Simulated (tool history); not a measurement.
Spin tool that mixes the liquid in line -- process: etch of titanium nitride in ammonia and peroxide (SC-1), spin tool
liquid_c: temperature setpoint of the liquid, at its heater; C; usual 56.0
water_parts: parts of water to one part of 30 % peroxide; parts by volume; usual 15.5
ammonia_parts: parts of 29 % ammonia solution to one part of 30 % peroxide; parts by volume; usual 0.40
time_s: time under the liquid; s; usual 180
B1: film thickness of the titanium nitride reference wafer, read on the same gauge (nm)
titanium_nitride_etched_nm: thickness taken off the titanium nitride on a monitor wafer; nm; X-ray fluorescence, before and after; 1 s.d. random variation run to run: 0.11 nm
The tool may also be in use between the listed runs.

{"run": 1, "hour": 0.0, "liquid_c": 56.0, "water_parts": 15.5, "ammonia_parts": 0.4, "time_s": 180, "B1": 119.99, "titanium_nitride_etched_nm": 12.65}
{"run": 2, "hour": 27.7, "liquid_c": 50.0, "water_parts": 21.5, "ammonia_parts": 0.4, "time_s": 180, "B1": 119.99, "titanium_nitride_etched_nm": 7.0}
{"run": 3, "hour": 53.2, "liquid_c": 50.0, "water_parts": 21.5, "ammonia_parts": 0.4, "time_s": 180, "B1": 119.99, "titanium_nitride_etched_nm": 7.03}
{"run": 4, "hour": 82.1, "liquid_c": 50.0, "water_parts": 21.5, "ammonia_parts": 0.4, "time_s": 180, "B1": 120.0, "titanium_nitride_etched_nm": 6.88}
{"run": 5, "hour": 115.7, "liquid_c": 59.0, "water_parts": 14.0, "ammonia_parts": 0.4, "time_s": 180, "B1": 120.02, "titanium_nitride_etched_nm": 16.55}
{"hour": 120.7, "done": "heated supply line repaired"}
{"run": 6, "hour": 135.6, "liquid_c": 56.0, "water_parts": 15.5, "ammonia_parts": 0.25, "time_s": 180, "B1": 119.99, "titanium_nitride_etched_nm": 14.08}
{"run": 7, "hour": 156.3, "liquid_c": 56.0, "water_parts": 15.5, "ammonia_parts": 0.3, "time_s": 180, "B1": 119.95, "titanium_nitride_etched_nm": 14.28}
{"run": 8, "hour": 171.8, "liquid_c": 56.0, "water_parts": 15.5, "ammonia_parts": 0.4, "time_s": 180, "B1": 119.98, "titanium_nitride_etched_nm": 15.61}
{"run": 9, "hour": 192.6, "liquid_c": 56.0, "water_parts": 15.5, "ammonia_parts": 0.4, "time_s": 180, "B1": 120.03, "titanium_nitride_etched_nm": 15.45}
{"run": 10, "hour": 206.2, "liquid_c": 56.0, "water_parts": 20.5, "ammonia_parts": 0.4, "time_s": 180, "B1": 119.96, "titanium_nitride_etched_nm": 13.18}
{"run": 11, "hour": 229.4, "liquid_c": 56.0, "water_parts": 15.5, "ammonia_parts": 0.6, "time_s": 210, "B1": 119.96, "titanium_nitride_etched_nm": 19.24}
{"hour": 249.1, "done": "thermometer replaced"}
{"run": 12, "hour": 263.2, "liquid_c": 56.0, "water_parts": 15.5, "ammonia_parts": 0.4, "time_s": 115, "B1": 120.02, "titanium_nitride_etched_nm": 9.45}
{"run": 13, "hour": 282.6, "liquid_c": 56.0, "water_parts": 15.5, "ammonia_parts": 0.4, "time_s": 180, "B1": 120.01, "titanium_nitride_etched_nm": 14.68}
{"hour": 295.6, "done": "ammonia flow meter replaced"}
{"run": 14, "hour": 307.8, "liquid_c": 51.5, "water_parts": 15.5, "ammonia_parts": 0.45, "time_s": 250, "B1": 120.0, "titanium_nitride_etched_nm": 15.15}
{"run": 15, "hour": 327.2, "liquid_c": 56.0, "water_parts": 15.5, "ammonia_parts": 0.5, "time_s": 180, "B1": 120.03, "titanium_nitride_etched_nm": 15.11}
{"run": 16, "hour": 361.8, "liquid_c": 56.0, "water_parts": 15.5, "ammonia_parts": 0.4, "time_s": 180, "B1": 120.0, "titanium_nitride_etched_nm": 14.49}
{"run": 17, "hour": 395.5, "liquid_c": 56.0, "water_parts": 15.5, "ammonia_parts": 0.4, "time_s": 180, "B1": 120.03, "titanium_nitride_etched_nm": 14.77}
{"hour": 399.6, "done": "gauge calibrated"}
{"run": 18, "hour": 411.3, "liquid_c": 56.0, "water_parts": 22.0, "ammonia_parts": 0.25, "time_s": 210, "B1": 119.98, "titanium_nitride_etched_nm": 12.93}
{"run": 19, "hour": 431.1, "liquid_c": 66.0, "water_parts": 19.5, "ammonia_parts": 0.25, "time_s": 210, "B1": 120.0, "titanium_nitride_etched_nm": 25.92}
{"run": 20, "hour": 446.3, "liquid_c": 56.0, "water_parts": 15.5, "ammonia_parts": 0.4, "time_s": 125, "B1": 119.99, "titanium_nitride_etched_nm": 10.06}
{"run": 21, "hour": 472.9, "liquid_c": 49.5, "water_parts": 21.0, "ammonia_parts": 0.4, "time_s": 180, "B1": 119.97, "titanium_nitride_etched_nm": 7.82}
{"run": 22, "hour": 491.7, "liquid_c": 60.0, "water_parts": 11.0, "ammonia_parts": 0.5, "time_s": 225, "B1": 120.0, "titanium_nitride_etched_nm": 29.88}
{"run": 23, "hour": 513.5, "liquid_c": 64.0, "water_parts": 15.5, "ammonia_parts": 0.5, "time_s": 245, "B1": 120.05, "titanium_nitride_etched_nm": 34.88}
{"run": 24, "hour": 615.8, "liquid_c": 49.0, "water_parts": 15.5, "ammonia_parts": 0.2, "time_s": 145, "B1": 120.01, "titanium_nitride_etched_nm": 6.28}

List, for all runs, the conditions of the tool that the log does not record:
ammonia flow above the setpoint (%): 0 across all the runs
ammonia solution weaker than its label (%): 0 across all the runs
gauge reads high (%): 0 across all the runs
H1: liquid hotter than its thermometer reads (K)
H2: temperature lost on the way to the wafer (K)
run=1 H1=0.548 H2=2.87
run=2 H1=0.567 H2=2.9
run=3 H1=0.584 H2=2.93
run=4 H1=0.604 H2=2.97
run=5 H1=0.627 H2=3.01
run=6 H1=0.64 H2=0.21
run=7 H1=0.654 H2=0.237
run=8 H1=0.664 H2=0.257
run=9 H1=0.679 H2=0.283
run=10 H1=0.688 H2=0.3
run=11 H1=0.703 H2=0.33
run=12 H1=0.107 H2=0.373
run=13 H1=0.12 H2=0.398
run=14 H1=0.137 H2=0.43
run=15 H1=0.15 H2=0.455
run=16 H1=0.174 H2=0.499
run=17 H1=0.196 H2=0.542
run=18 H1=0.207 H2=0.562
run=19 H1=0.22 H2=0.587
run=20 H1=0.231 H2=0.606
run=21 H1=0.249 H2=0.64
run=22 H1=0.261 H2=0.664
run=23 H1=0.276 H2=0.692
run=24 H1=0.345 H2=0.822
